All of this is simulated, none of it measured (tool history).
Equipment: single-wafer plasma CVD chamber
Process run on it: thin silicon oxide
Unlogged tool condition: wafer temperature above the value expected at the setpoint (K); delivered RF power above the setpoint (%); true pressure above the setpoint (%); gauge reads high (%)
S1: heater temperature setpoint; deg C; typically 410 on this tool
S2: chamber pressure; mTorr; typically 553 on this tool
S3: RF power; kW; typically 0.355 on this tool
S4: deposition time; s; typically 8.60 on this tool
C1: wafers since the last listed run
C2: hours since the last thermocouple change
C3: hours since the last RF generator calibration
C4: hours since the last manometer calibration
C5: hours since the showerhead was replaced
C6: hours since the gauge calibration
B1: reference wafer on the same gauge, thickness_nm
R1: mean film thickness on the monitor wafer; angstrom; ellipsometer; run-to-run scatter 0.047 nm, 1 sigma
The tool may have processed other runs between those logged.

run   hour   S1   S2     S3     S4    C1      C2      C3      C4      C5     C6      B1      R1
  1    0.0  410  495  0.355   8.60     0  2207.4  1017.5  2328.6  3541.9  394.4  11.806  111.14
  2   29.5  410  553  0.355   8.60   906  2236.9  1047.0  2358.1  3571.4  423.9  11.807  122.90
      39.5  -- gauge calibrated
  3   45.4  410  553  0.355   8.60   488  2252.8  1062.9  2374.0  3587.3    5.9  11.814  123.61
  4   70.9  410  553  0.355   7.27   783  2278.3  1088.4  2399.5  3612.8   31.4  11.797  104.21
  5   95.6  410  646  0.355   8.60   758  2303.0  1113.1  2424.2  3637.5   56.1  11.807  143.86
  6  128.9  410  646  0.355   8.60  1023  2336.3  1146.4  2457.5  3670.8   89.4  11.798  142.74
  7  147.7  410  553  0.355   8.60   577  2355.1  1165.2  2476.3  3689.6  108.2  11.810  122.86
  8  168.5  410  582  0.305   8.60   639  2375.9  1186.0  2497.1  3710.4  129.0  11.801  125.46
  9  202.4  410  582  0.305   8.60  1041  2409.8  1219.9  2531.0  3744.3  162.9  11.815  125.50
     223.7  -- capacitance manometer re-zeroed and calibrated
 10  235.6  410  582  0.305   8.60   774  2443.0  1253.1    11.9  3777.5  196.1  11.802  117.97
 11  265.6  410  634  0.355   8.60   921  2473.0  1283.1    41.9  3807.5  226.1  11.807  132.42
     283.9  -- thermocouple changed; heater temperature recalibrated
 12  284.4  410  634  0.355   8.60   331     0.5  1301.9    60.7  3826.3  244.9  11.801  132.73
 13  294.6  410  553  0.355   8.60   313    10.7  1312.1    70.9  3836.5  255.1  11.795  115.55
     319.2  -- RF generator calibrated
 14  319.7  410  553  0.355   8.60   525    35.8     0.5    96.0  3861.6  280.2  11.811  116.50
 15  346.4  410  553  0.355   8.60   820    62.5    27.2   122.7  3888.3  306.9  11.802  116.50
 16  359.0  410  688  0.355  10.07   387    75.1    39.8   135.3  3900.9  319.5  11.782  169.82
 17  393.3  410  553  0.355   8.60  1053   109.4    74.1   169.6  3935.2  353.8  11.809  116.95
 18  415.2  410  553  0.375   8.60   672   131.3    96.0   191.5  3957.1  375.7  11.808  118.24
 19  436.0  424  599  0.355   7.72   639   152.1   116.8   212.3  3977.9  396.5  11.798  113.47
     454.4  -- showerhead replaced
 20  464.6  410  553  0.355   8.60   632   180.7   145.4   240.9    10.2  425.1  11.801  117.07
 21  495.0  410  553  0.355   8.60   934   211.1   175.8   271.3    40.6  455.5  11.805  117.04
     506.2  -- gauge calibrated
 22  507.6  402  553  0.355   8.60   387   223.7   188.4   283.9    53.2    1.4  11.795  118.73
 23  520.5  410  553  0.355   8.60   396   236.6   201.3   296.8    66.1   14.3  11.802  118.08
 24  546.0  410  609  0.310   8.60   783   262.1   226.8   322.3    91.6   39.8  11.798  125.64
 25  567.0  399  553  0.315   8.60   645   283.1   247.8   343.3   112.6   60.8  11.794  116.32
 26  590.3  415  553  0.425   9.91   715   306.4   271.1   366.6   135.9   84.1  11.800  141.57
 27  603.7  410  638  0.325   8.60   411   319.8   284.5   380.0   149.3   97.5  11.792  133.17
 28  636.6  410  553  0.355   8.60  1010   352.7   317.4   412.9   182.2  130.4  11.795  119.10
 29  657.4  410  502  0.355   6.97   639   373.5   338.2   433.7   203.0  151.2  11.809   87.57

Predict each of these 4 candidate next runs independently; none follows another, all start after run 29:
  A  657.8  410  553  0.355  9.71  12  373.9  338.6  434.1  203.4  151.6   ?   ?
  B  657.8  410  553  0.355  9.64  12  373.9  338.6  434.1  203.4  151.6   ?   ?
  C  657.8  396  424  0.355  9.71  12  373.9  338.6  434.1  203.4  151.6   ?   ?
  D  657.8  410  553  0.380  9.16  12  373.9  338.6  434.1  203.4  151.6   ?   ?

run      B1      R1
  A  11.790  134.01
  B  11.790  133.04
  C  11.790  103.85
  D  11.790  128.31
Stripped of hidden state, with their random variation kept, the same runs would have yielded:
run      R1
  A  129.29
  B  128.36
  C   99.91
  D  123.79
